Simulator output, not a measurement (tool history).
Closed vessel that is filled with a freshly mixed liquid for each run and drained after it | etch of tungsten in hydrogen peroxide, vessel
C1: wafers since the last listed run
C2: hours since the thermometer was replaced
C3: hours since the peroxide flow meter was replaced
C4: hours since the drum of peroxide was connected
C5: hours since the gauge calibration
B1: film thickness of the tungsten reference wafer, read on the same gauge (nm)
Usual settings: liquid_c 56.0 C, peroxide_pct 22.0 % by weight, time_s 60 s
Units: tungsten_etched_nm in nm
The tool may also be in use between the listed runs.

run 1 hour=0.0 | liquid_c=56.0 peroxide_pct=22.0 time_s=60 | C1=0 C2=2339.8 C3=1131.4 C4=599.5 C5=301.9 | B1=60.00 | tungsten_etched_nm=127.62
run 2 hour=39.2 | liquid_c=56.0 peroxide_pct=22.0 time_s=60 | C1=4369 C2=2379.0 C3=1170.6 C4=638.7 C5=341.1 | B1=60.02 | tungsten_etched_nm=127.50
run 3 hour=106.0 | liquid_c=56.0 peroxide_pct=22.0 time_s=60 | C1=7446 C2=2445.8 C3=1237.4 C4=705.5 C5=407.9 | B1=60.01 | tungsten_etched_nm=126.71
run 4 hour=161.1 | liquid_c=56.0 peroxide_pct=23.5 time_s=60 | C1=6142 C2=2500.9 C3=1292.5 C4=760.6 C5=463.0 | B1=60.02 | tungsten_etched_nm=130.97
run 5 hour=258.5 | liquid_c=56.0 peroxide_pct=23.5 time_s=60 | C1=10857 C2=2598.3 C3=1389.9 C4=858.0 C5=560.4 | B1=60.01 | tungsten_etched_nm=132.48
run 6 hour=382.6 | liquid_c=59.5 peroxide_pct=17.5 time_s=60 | C1=13834 C2=2722.4 C3=1514.0 C4=982.1 C5=684.5 | B1=60.04 | tungsten_etched_nm=139.42
run 7 hour=452.0 | liquid_c=59.5 peroxide_pct=17.5 time_s=60 | C1=7736 C2=2791.8 C3=1583.4 C4=1051.5 C5=753.9 | B1=60.01 | tungsten_etched_nm=140.44
-- hour=507.2 new drum of peroxide connected
run 8 hour=551.1 | liquid_c=59.5 peroxide_pct=17.5 time_s=60 | C1=10935 C2=2890.9 C3=1682.5 C4=43.9 C5=853.0 | B1=60.01 | tungsten_etched_nm=140.61
-- hour=585.8 thermometer replaced
run 9 hour=649.0 | liquid_c=50.0 peroxide_pct=22.0 time_s=70 | C1=10801 C2=63.2 C3=1780.4 C4=141.8 C5=950.9 | B1=60.01 | tungsten_etched_nm=104.89
run 10 hour=691.2 | liquid_c=59.5 peroxide_pct=22.0 time_s=60 | C1=4704 C2=105.4 C3=1822.6 C4=184.0 C5=993.1 | B1=60.04 | tungsten_etched_nm=158.24
-- hour=722.9 peroxide flow meter replaced
run 11 hour=757.9 | liquid_c=56.0 peroxide_pct=22.0 time_s=60 | C1=7323 C2=172.1 C3=35.0 C4=250.7 C5=1059.8 | B1=59.98 | tungsten_etched_nm=124.02
run 12 hour=797.7 | liquid_c=62.0 peroxide_pct=25.5 time_s=85 | C1=4436 C2=211.9 C3=74.8 C4=290.5 C5=1099.6 | B1=59.98 | tungsten_etched_nm=266.74
run 13 hour=870.3 | liquid_c=46.0 peroxide_pct=16.5 time_s=85 | C1=8093 C2=284.5 C3=147.4 C4=363.1 C5=1172.2 | B1=59.98 | tungsten_etched_nm=83.83
run 14 hour=968.2 | liquid_c=56.0 peroxide_pct=25.5 time_s=90 | C1=10913 C2=382.4 C3=245.3 C4=461.0 C5=1270.1 | B1=60.00 | tungsten_etched_nm=201.34
run 15 hour=1031.6 | liquid_c=56.0 peroxide_pct=25.0 time_s=75 | C1=7067 C2=445.8 C3=308.7 C4=524.4 C5=1333.5 | B1=60.00 | tungsten_etched_nm=165.20
-- hour=1184.8 gauge calibrated
run 16 hour=1234.2 | liquid_c=50.0 peroxide_pct=22.0 time_s=70 | C1=22584 C2=648.4 C3=511.3 C4=727.0 C5=49.4 | B1=60.02 | tungsten_etched_nm=102.57
run 17 hour=1382.7 | liquid_c=56.0 peroxide_pct=22.0 time_s=40 | C1=16554 C2=796.9 C3=659.8 C4=875.5 C5=197.9 | B1=59.97 | tungsten_etched_nm=83.88
run 18 hour=1431.3 | liquid_c=64.5 peroxide_pct=25.0 time_s=60 | C1=5417 C2=845.5 C3=708.4 C4=924.1 C5=246.5 | B1=60.01 | tungsten_etched_nm=220.42
run 19 hour=1477.0 | liquid_c=56.0 peroxide_pct=24.0 time_s=60 | C1=5094 C2=891.2 C3=754.1 C4=969.8 C5=292.2 | B1=60.00 | tungsten_etched_nm=129.92
run 20 hour=1556.2 | liquid_c=65.0 peroxide_pct=20.0 time_s=90 | C1=8828 C2=970.4 C3=833.3 C4=1049.0 C5=371.4 | B1=60.03 | tungsten_etched_nm=301.00
run 21 hour=1662.1 | liquid_c=63.0 peroxide_pct=26.0 time_s=35 | C1=11805 C2=1076.3 C3=939.2 C4=1154.9 C5=477.3 | B1=59.99 | tungsten_etched_nm=119.75

The tool's hidden state at each run:
liquid colder than its thermometer reads (K): 0 in every run
peroxide weaker than its label (%): 0 in every run
gauge reads high (%): 0 in every run
H1: peroxide flow above the setpoint (%)
run=1 H1=5.07
run=2 H1=5.23
run=3 H1=5.5
run=4 H1=5.72
run=5 H1=6.11
run=6 H1=6.6
run=7 H1=6.88
run=8 H1=7.27
run=9 H1=7.66
run=10 H1=7.83
run=11 H1=0.281
run=12 H1=0.439
run=13 H1=0.729
run=14 H1=1.12
run=15 H1=1.37
run=16 H1=2.18
run=17 H1=2.77
run=18 H1=2.97
run=19 H1=3.15
run=20 H1=3.46
run=21 H1=3.89
